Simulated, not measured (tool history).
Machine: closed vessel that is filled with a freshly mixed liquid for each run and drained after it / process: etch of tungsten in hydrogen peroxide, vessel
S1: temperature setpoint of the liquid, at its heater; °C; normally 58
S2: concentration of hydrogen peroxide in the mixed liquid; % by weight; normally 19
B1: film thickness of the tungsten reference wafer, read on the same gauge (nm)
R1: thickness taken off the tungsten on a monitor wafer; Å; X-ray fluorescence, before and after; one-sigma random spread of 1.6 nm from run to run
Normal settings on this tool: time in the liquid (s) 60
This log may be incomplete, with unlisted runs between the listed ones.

Run 1, hour 0: usual settings but S2 20 % by weight; B1 49.98. Result: R1 1851.4 Å.
Run 2, hour 15.9: usual settings but S2 20 % by weight; B1 50.01. Result: R1 1848.3 Å.
Run 3, hour 28.1: usual settings but S2 20 % by weight; B1 49.96. Result: R1 1867.5 Å.
Run 4, hour 54.8: usual settings; B1 49.98. Result: R1 1840.4 Å.
Run 5, hour 72.6: usual settings; B1 50.01. Result: R1 1830.9 Å.
Run 6, hour 103: usual settings; B1 49.99. Result: R1 1840.3 Å.
Run 7, hour 127: usual settings; B1 49.95. Result: R1 1824.2 Å.
Run 8, hour 145.1: usual settings; B1 50.03. Result: R1 1857 Å.
Run 9, hour 160.9: usual settings; B1 50.02. Result: R1 1849.1 Å.
Run 10, hour 186.7: usual settings; B1 50.04. Result: R1 1843.1 Å.
Run 11, hour 220.8: usual settings; B1 49.96. Result: R1 1881.3 Å.
Run 12, hour 242.9: usual settings but S1 64 °C, time in the liquid (s) 40; B1 49.96. Result: R1 1768.9 Å.
Run 13, hour 277.7: usual settings; B1 49.98. Result: R1 1887.7 Å.
Run 14, hour 306: usual settings; B1 50.01. Result: R1 1927.6 Å.
Run 15, hour 329.6: usual settings but S1 66 °C, S2 22 % by weight, time in the liquid (s) 70; B1 50. Result: R1 3805 Å.
Run 16, hour 344.9: usual settings but S1 54 °C, S2 15.5 % by weight, time in the liquid (s) 90; B1 49.99. Result: R1 1802.8 Å.
Run 17, hour 361.9: usual settings but S1 53.5 °C, S2 21 % by weight; B1 50.02. Result: R1 1377.4 Å.
Run 18, hour 377.7: usual settings; B1 49.98. Result: R1 1704.5 Å.
Run 19, hour 390.3: usual settings but S1 52 °C, S2 22 % by weight, time in the liquid (s) 75; B1 50.02. Result: R1 1632.2 Å.
Run 20, hour 407.1: usual settings; B1 49.95. Result: R1 1719 Å.
Run 21, hour 437.8: usual settings but S1 53.5 °C, S2 23 % by weight; B1 50.01. Result: R1 1447.6 Å.
Run 22, hour 460.1: usual settings; B1 49.97. Result: R1 1725.3 Å.
Run 23, hour 478.5: usual settings but S2 13.5 % by weight, time in the liquid (s) 30; B1 50.03. Result: R1 724.4 Å.
Run 24, hour 495.3: usual settings but S1 66 °C, S2 22.5 % by weight, time in the liquid (s) 70; B1 50. Result: R1 3477.1 Å.
Run 25, hour 526.9: usual settings but S1 65 °C, S2 22 % by weight, time in the liquid (s) 85; B1 50.02. Result: R1 3888.1 Å.
Run 26, hour 546.9: usual settings but S2 20 % by weight; B1 49.96. Result: R1 1826.6 Å.
Run 27, hour 574.7: usual settings; B1 49.99. Result: R1 1784.5 Å.
Run 28, hour 602.6: usual settings; B1 49.98. Result: R1 1797.9 Å.
Run 29, hour 616.9: usual settings but S1 52 °C, S2 20.5 % by weight, time in the liquid (s) 85; B1 49.98. Result: R1 1810.8 Å.
Run 30, hour 647.9: usual settings but S2 20 % by weight; B1 50.01. Result: R1 1831.9 Å.
Run 31, hour 680.5: usual settings but S1 64 °C, S2 21.5 % by weight, time in the liquid (s) 35; B1 50.04. Result: R1 1569.2 Å.

Removed from this log: 4 entries logged between the listed runs. Between which two listed runs does each belong, and how does the tool's hidden state at the listed run before it compare with that at the listed run after it?
After run 9, before run 10: new drum of peroxide connected (hour 185.1)
  liquid hotter than its thermometer reads (K): 1.86 -> 1.93
  difference, measured minus the result without the unlogged condition, R1: +188.7 -> +194.8 Å
After run 15, before run 16: thermometer replaced (hour 333.1)
  liquid hotter than its thermometer reads (K): 2.3 -> 0.257
  difference, measured minus the result without the unlogged condition, R1: +453.1 -> +27.7 Å
After run 19, before run 20: peroxide flow meter replaced (hour 404.9)
  liquid hotter than its thermometer reads (K): 0.376 -> 0.42
  difference, measured minus the result without the unlogged condition, R1: +37 -> +41.4 Å
After run 20, before run 21: gauge calibrated (hour 419.3)
  liquid hotter than its thermometer reads (K): 0.42 -> 0.501
  difference, measured minus the result without the unlogged condition, R1: +41.4 -> +42.6 Å
